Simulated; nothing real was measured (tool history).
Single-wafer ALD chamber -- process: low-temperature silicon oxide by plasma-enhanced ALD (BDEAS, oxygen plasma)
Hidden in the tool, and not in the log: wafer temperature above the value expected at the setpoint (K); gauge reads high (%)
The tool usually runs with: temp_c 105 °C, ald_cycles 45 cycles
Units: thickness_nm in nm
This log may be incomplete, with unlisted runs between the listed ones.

run    hour  temp_c  ald_cycles  wafers since the last listed run  hours since the last thermocouple change  hours since the gauge calibration  read-back reference wafer on the same gauge, thickness_nm  thickness_nm
  1       0     105          45                                 0                                       659                             1304.3                                                      7.198         6.882
  2    37.2     105          45                               150                                     696.2                             1341.5                                                      7.196          6.89
  3    97.9     105          45                               245                                     756.9                             1402.2                                                      7.196         6.887
  4   173.2     105          45                               304                                     832.2                             1477.5                                                      7.205         6.882
  5   220.7     105          45                               191                                     879.7                               1525                                                      7.203         6.891
  6   313.6     105          45                               375                                     972.6                             1617.9                                                      7.201         6.859
        317  -- gauge calibrated
  7     413      95          45                               401                                      1072                                 96                                                      7.202         7.067
  8   503.1      95          45                               363                                    1162.1                              186.1                                                      7.199         7.041
  9   539.7     105          45                               147                                    1198.7                              222.7                                                      7.198         6.849
 10   774.1     105          45                               946                                    1433.1                              457.1                                                      7.201         6.828
 11   853.1     105          45                               319                                    1512.1                              536.1                                                      7.199          6.86
 12   894.6     105          49                               167                                    1553.6                              577.6                                                        7.2         7.418
      955.7  -- thermocouple changed; heater temperature recalibrated
 13   993.7     105          49                               367                                        38                              676.7                                                      7.202         7.672
 14    1044     105          49                               203                                      88.3                                727                                                      7.199         7.731
 15  1149.4     105          45                               425                                     193.7                              832.4                                                      7.197         7.045
 16  1252.9     105          45                               417                                     297.2                              935.9                                                      7.198         7.077
 17  1303.1     105          39                               202                                     347.4                              986.1                                                      7.199         6.099
 18  1406.5     105          45                               417                                     450.8                             1089.5                                                      7.202         7.017
 19  1446.1     113          45                               159                                     490.4                             1129.1                                                      7.201         6.883
     1492.1  -- thermocouple changed; heater temperature recalibrated, repeated, since the last time left the tool worse
 20  1494.3     100          50                               162                                       2.2                             1177.3                                                      7.204         7.728
 21  1538.9     111          47                               180                                      46.8                             1221.9                                                      7.197         7.104
 22    1598     116          39                               238                                     105.9                               1281                                                      7.202         5.831
 23  1845.3     105          45                               998                                     353.2                             1528.3                                                        7.2         6.903
 24  1948.5     118          41                               416                                     456.4                             1631.5                                                      7.201         6.104
 25  2002.8      92          49                               219                                     510.7                             1685.8                                                      7.201         7.807
 26  2068.2     105          45                               264                                     576.1                             1751.2                                                        7.2         6.864
 27    2126      93          39                               233                                     633.9                               1809                                                      7.201         6.186
 28  2182.5     119          37                               228                                     690.4                             1865.5                                                      7.202         5.484
     2188.2  -- gauge calibrated
 29  2472.4     105          38                              1170                                     980.3                              284.2                                                      7.197         5.809
 30  2525.2      97          49                               213                                    1033.1                                337                                                      7.199         7.664
 31  2612.7      98          37                               353                                    1120.6                              424.5                                                      7.201          5.75
 32  2715.5      92          51                               415                                    1223.4                              527.3                                                      7.202         8.079
 33  2788.5     100          53                               294                                    1296.4                              600.3                                                      7.201         8.165
     2810.3  -- thermocouple changed; heater temperature recalibrated
 34    2886     112          52                               361                                      75.7                              697.8                                                      7.205         7.877

Each row is a separate what-if for the run after 34, all from the same tool condition, not one after another. Results?
  A  2886.5     105          45                                 2                                      76.2                              698.3                                                          ?             ?
  B  2886.5      90          45                                 2                                      76.2                              698.3                                                          ?             ?
  C  2886.5     117          45                                 2                                      76.2                              698.3                                                          ?             ?

run  read-back reference wafer on the same gauge, thickness_nm  thickness_nm
  A                                                      7.198         6.911
  B                                                      7.198         7.279
  C                                                      7.198         6.739
The same runs, with their run-to-run variation unchanged, on a tool lacking any hidden condition would have given:
run  thickness_nm
  A         6.911
  B         7.278
  C         6.739
